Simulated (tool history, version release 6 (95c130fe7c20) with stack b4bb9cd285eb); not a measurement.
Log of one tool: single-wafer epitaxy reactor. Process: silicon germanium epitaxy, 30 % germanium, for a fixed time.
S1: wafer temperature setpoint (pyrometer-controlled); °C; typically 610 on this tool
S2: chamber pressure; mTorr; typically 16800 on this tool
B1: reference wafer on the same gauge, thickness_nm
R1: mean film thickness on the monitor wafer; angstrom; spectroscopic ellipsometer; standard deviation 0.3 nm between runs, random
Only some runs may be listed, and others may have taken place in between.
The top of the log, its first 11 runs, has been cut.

run 12 day=9.229 | S1=610 S2=17700 | B1=69.050 | R1=675.69
run 13 day=9.767 | S1=610 S2=16800 | B1=68.979 | R1=660.83
run 14 day=10.721 | S1=610 S2=16800 | B1=68.965 | R1=656.50
run 15 day=11.408 | S1=610 S2=16800 | B1=68.953 | R1=668.70
run 16 day=12.158 | S1=610 S2=16800 | B1=69.057 | R1=668.08
run 17 day=13.350 | S1=604 S2=16800 | B1=68.993 | R1=605.12
-- day=13.912 capacitance manometer re-zeroed and calibrated
run 18 day=13.988 | S1=595 S2=14800 | B1=68.945 | R1=494.28
run 19 day=14.508 | S1=610 S2=13400 | B1=68.866 | R1=592.63
-- day=14.588 gauge calibrated
run 20 day=15.900 | S1=622 S2=14700 | B1=68.986 | R1=746.11
-- day=16.692 pyrometer calibrated
run 21 day=16.712 | S1=619 S2=16800 | B1=69.028 | R1=721.31
run 22 day=17.121 | S1=610 S2=16800 | B1=69.093 | R1=628.66
run 23 day=18.250 | S1=610 S2=16800 | B1=69.059 | R1=624.70
-- day=19.588 showerhead replaced, of another model than before
run 24 day=20.338 | S1=618 S2=16800 | B1=69.019 | R1=709.65
run 25 day=21.146 | S1=610 S2=16800 | B1=69.002 | R1=626.34
run 26 day=21.758 | S1=610 S2=16800 | B1=69.103 | R1=627.16
run 27 day=22.358 | S1=623 S2=19100 | B1=68.931 | R1=844.11
run 28 day=26.638 | S1=615 S2=19900 | B1=68.948 | R1=772.00
run 29 day=27.588 | S1=602 S2=20200 | B1=69.010 | R1=631.05
run 30 day=28.212 | S1=605 S2=13800 | B1=68.958 | R1=488.72
run 31 day=28.808 | S1=599 S2=16800 | B1=68.993 | R1=525.33
run 32 day=29.942 | S1=610 S2=16800 | B1=68.930 | R1=627.45
run 33 day=31.075 | S1=610 S2=16800 | B1=69.013 | R1=629.47
run 34 day=32.033 | S1=610 S2=16800 | B1=69.040 | R1=626.31

Each row is a separate what-if for the run after 34, all from the same tool condition, not one after another. Results?
run A day=32.050 | S1=610 S2=16800 | B1=? | R1=?
run B day=32.050 | S1=616 S2=20900 | B1=? | R1=?
run C day=32.050 | S1=596 S2=13500 | B1=? | R1=?
run D day=32.050 | S1=604 S2=14400 | B1=? | R1=?
run E day=32.050 | S1=619 S2=15500 | B1=? | R1=?

run=A B1=68.985 R1=628.23
run=B B1=68.985 R1=806.80
run=C B1=68.985 R1=413.74
run=D B1=68.985 R1=500.98
run=E B1=68.985 R1=676.66
Without the tool's unlogged condition, the same runs would have read:
run=A R1=626.84
run=B R1=805.03
run=C R1=412.79
run=D R1=499.86
run=E R1=675.19
